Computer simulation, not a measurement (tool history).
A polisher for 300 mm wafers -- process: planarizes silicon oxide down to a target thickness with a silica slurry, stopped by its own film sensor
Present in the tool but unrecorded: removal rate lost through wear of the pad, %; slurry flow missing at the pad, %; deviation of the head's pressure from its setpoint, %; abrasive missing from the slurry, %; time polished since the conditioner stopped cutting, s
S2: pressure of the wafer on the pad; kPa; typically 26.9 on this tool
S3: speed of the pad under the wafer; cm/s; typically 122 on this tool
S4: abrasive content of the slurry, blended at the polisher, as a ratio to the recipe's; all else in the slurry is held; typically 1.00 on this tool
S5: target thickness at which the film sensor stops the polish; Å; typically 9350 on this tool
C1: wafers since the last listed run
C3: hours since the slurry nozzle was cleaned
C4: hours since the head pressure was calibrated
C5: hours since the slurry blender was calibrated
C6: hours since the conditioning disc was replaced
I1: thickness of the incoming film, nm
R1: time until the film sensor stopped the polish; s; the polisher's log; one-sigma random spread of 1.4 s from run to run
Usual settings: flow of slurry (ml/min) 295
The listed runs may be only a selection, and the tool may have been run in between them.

run 1 hour=0.0 | flow_of_slurry_(ml/min)=295 S2=26.9 S3=122 S4=1.00 S5=9350 | C1=0 wafers_polished_on_this_pad=617 C3=604.1 C4=902.9 C5=290.5 C6=376.2 | I1=1168.3 | R1=80.6
run 2 hour=36.5 | flow_of_slurry_(ml/min)=295 S2=26.9 S3=122 S4=1.00 S5=9350 | C1=239 wafers_polished_on_this_pad=857 C3=640.6 C4=939.4 C5=327.0 C6=412.7 | I1=1145.4 | R1=76.2
-- hour=43.4 slurry blender recalibrated
run 3 hour=43.9 | flow_of_slurry_(ml/min)=295 S2=26.9 S3=122 S4=1.00 S5=9350 | C1=35 wafers_polished_on_this_pad=892 C3=648.0 C4=946.8 C5=0.5 C6=420.1 | I1=1165.3 | R1=83.7
run 4 hour=59.5 | flow_of_slurry_(ml/min)=295 S2=26.9 S3=122 S4=1.00 S5=9350 | C1=102 wafers_polished_on_this_pad=994 C3=663.6 C4=962.4 C5=16.1 C6=435.7 | I1=1165.3 | R1=85.3
-- hour=79.3 worn pad replaced by a new one
run 5 hour=79.8 | flow_of_slurry_(ml/min)=295 S2=26.9 S3=122 S4=1.00 S5=9350 | C1=106 wafers_polished_on_this_pad=3 C3=683.9 C4=982.7 C5=36.4 C6=456.0 | I1=1183.8 | R1=92.4
run 6 hour=89.2 | flow_of_slurry_(ml/min)=250 S2=26.9 S3=122 S4=0.75 S5=9350 | C1=61 wafers_polished_on_this_pad=64 C3=693.3 C4=992.1 C5=45.8 C6=465.4 | I1=1168.3 | R1=96.5
run 7 hour=96.9 | flow_of_slurry_(ml/min)=340 S2=26.9 S3=122 S4=1.00 S5=9350 | C1=50 wafers_polished_on_this_pad=115 C3=701.0 C4=999.8 C5=53.5 C6=473.1 | I1=1176.3 | R1=88.5
run 8 hour=103.2 | flow_of_slurry_(ml/min)=295 S2=35.9 S3=96 S4=0.75 S5=9050 | C1=41 wafers_polished_on_this_pad=156 C3=707.3 C4=1006.1 C5=59.8 C6=479.4 | I1=1177.7 | R1=103.4
-- hour=107.4 slurry nozzle cleaned
run 9 hour=113.0 | flow_of_slurry_(ml/min)=295 S2=26.9 S3=122 S4=1.00 S5=9350 | C1=57 wafers_polished_on_this_pad=214 C3=5.6 C4=1015.9 C5=69.6 C6=489.2 | I1=1194.5 | R1=92.2
run 10 hour=126.4 | flow_of_slurry_(ml/min)=295 S2=29.6 S3=110 S4=1.20 S5=9060 | C1=87 wafers_polished_on_this_pad=302 C3=19.0 C4=1029.3 C5=83.0 C6=502.6 | I1=1182.8 | R1=95.0
run 11 hour=135.5 | flow_of_slurry_(ml/min)=295 S2=26.9 S3=122 S4=1.00 S5=9350 | C1=59 wafers_polished_on_this_pad=362 C3=28.1 C4=1038.4 C5=92.1 C6=511.7 | I1=1185.9 | R1=93.5
run 12 hour=150.8 | flow_of_slurry_(ml/min)=295 S2=35.2 S3=102 S4=0.70 S5=10010 | C1=100 wafers_polished_on_this_pad=462 C3=43.4 C4=1053.7 C5=107.4 C6=527.0 | I1=1148.5 | R1=57.3
run 13 hour=163.0 | flow_of_slurry_(ml/min)=295 S2=26.9 S3=90 S4=1.00 S5=9350 | C1=80 wafers_polished_on_this_pad=542 C3=55.6 C4=1065.9 C5=119.6 C6=539.2 | I1=1176.3 | R1=112.5
run 14 hour=174.9 | flow_of_slurry_(ml/min)=295 S2=26.9 S3=122 S4=1.00 S5=9350 | C1=78 wafers_polished_on_this_pad=620 C3=67.5 C4=1077.8 C5=131.5 C6=551.1 | I1=1158.1 | R1=86.0
run 15 hour=181.0 | flow_of_slurry_(ml/min)=355 S2=26.9 S3=140 S4=0.90 S5=8570 | C1=40 wafers_polished_on_this_pad=660 C3=73.6 C4=1083.9 C5=137.6 C6=557.2 | I1=1155.9 | R1=99.7
-- hour=185.7 conditioning disc replaced and pad reconditioned
-- hour=197.3 head pressure recalibrated
run 16 hour=197.8 | flow_of_slurry_(ml/min)=400 S2=20.7 S3=110 S4=1.00 S5=9600 | C1=83 wafers_polished_on_this_pad=744 C3=90.4 C4=0.5 C5=154.4 C6=12.1 | I1=1145.0 | R1=89.8

Run 17 has not been measured yet. What should we expect?
run 17 hour=207.1 | flow_of_slurry_(ml/min)=295 S2=26.9 S3=122 S4=1.00 S5=9350 | C1=61 wafers_polished_on_this_pad=805 C3=99.7 C4=9.8 C5=163.7 C6=21.4 | I1=1175.1 | R1=?

R1: 80.6 s
With the hidden condition absent and the run-to-run variation left alone, this run would have shown R1 79.1 s.
